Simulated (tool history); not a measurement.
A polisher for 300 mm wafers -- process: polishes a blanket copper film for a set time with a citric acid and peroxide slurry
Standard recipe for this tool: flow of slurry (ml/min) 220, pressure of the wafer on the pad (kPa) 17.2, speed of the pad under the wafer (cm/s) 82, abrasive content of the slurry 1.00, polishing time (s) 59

run	hour	flow of slurry (ml/min)	pressure of the wafer on the pad (kPa)	speed of the pad under the wafer (cm/s)	abrasive content of the slurry	polishing time (s)	wafers since the last listed run	wafers polished on this pad	hours since the slurry nozzle was cleaned	hours since the head pressure was calibrated	hours since the slurry blender was calibrated	incoming thickness of the incoming film, nm	film removed (nm)
1	0.0	220	17.2	82	1.00	59	0	851	137.3	570.4	199.3	801.9	86.3
2	13.1	220	17.2	82	1.00	59	87	939	150.4	583.5	212.4	808.0	81.9
# hour 19.7: worn pad replaced by a new one
3	30.8	220	17.2	82	1.00	59	91	74	168.1	601.2	230.1	821.0	82.4
4	38.9	220	17.2	82	1.00	44	54	128	176.2	609.3	238.2	824.2	62.1
5	63.5	220	17.2	82	1.00	44	164	292	200.8	633.9	262.8	798.0	60.1
6	79.3	220	17.2	82	1.00	44	105	398	216.6	649.7	278.6	815.1	61.3
7	93.3	220	17.2	82	1.00	59	93	492	230.6	663.7	292.6	801.1	81.8
8	100.9	220	17.2	82	1.00	59	50	543	238.2	671.3	300.2	799.1	81.8
9	108.3	220	17.2	82	1.00	59	49	592	245.6	678.7	307.6	797.7	80.0
# hour 112.5: slurry blender recalibrated
10	122.0	220	17.2	82	1.00	59	78	671	259.3	692.4	9.5	809.5	88.5
# hour 133.6: head pressure recalibrated
11	134.7	240	15.2	92	0.85	59	71	742	272.0	1.1	22.2	798.5	87.7
# hour 154.1: worn pad replaced by a new one
12	154.6	180	17.2	70	0.70	59	106	3	291.9	21.0	42.1	814.0	72.2
13	163.2	165	17.2	82	0.75	59	57	61	300.5	29.6	50.7	826.4	81.4
14	171.9	220	17.2	82	1.00	59	58	119	309.2	38.3	59.4	817.5	89.0
# hour 185.3: slurry nozzle cleaned
15	186.3	220	17.2	96	1.00	59	89	209	1.0	52.7	73.8	813.2	99.6
16	192.6	220	17.2	82	1.00	59	42	251	7.3	59.0	80.1	814.4	88.9
17	201.0	220	11.0	82	1.00	59	56	307	15.7	67.4	88.5	808.5	70.5
18	216.2	270	17.2	82	1.00	59	101	409	30.9	82.6	103.7	809.2	90.4
19	229.4	220	15.2	82	1.00	48	88	497	44.1	95.8	116.9	804.3	65.7
20	265.3	275	17.2	68	1.00	59	240	737	80.0	131.7	152.8	811.4	77.6

Table of differences, measured result less the result of that run with no hidden state. Run-to-run variation is the same in both. Gauge scatter possibly is not:
The tool's hidden condition here consists of: removal rate lost through wear of the pad, %; slurry flow missing at the pad, %; deviation of the head's pressure from its setpoint, %; abrasive missing from the slurry, %.
run	film removed (nm)
1	-8.5
2	-8.6
3	-9.5
4	-7.4
5	-8.1
6	-8.8
7	-12.5
8	-13.0
9	-13.0
10	-1.6
11	-1.9
12	-2.0
13	-2.6
14	-3.2
15	-4.2
16	-3.9
17	-3.4
18	-4.9
19	-3.9
20	-5.8
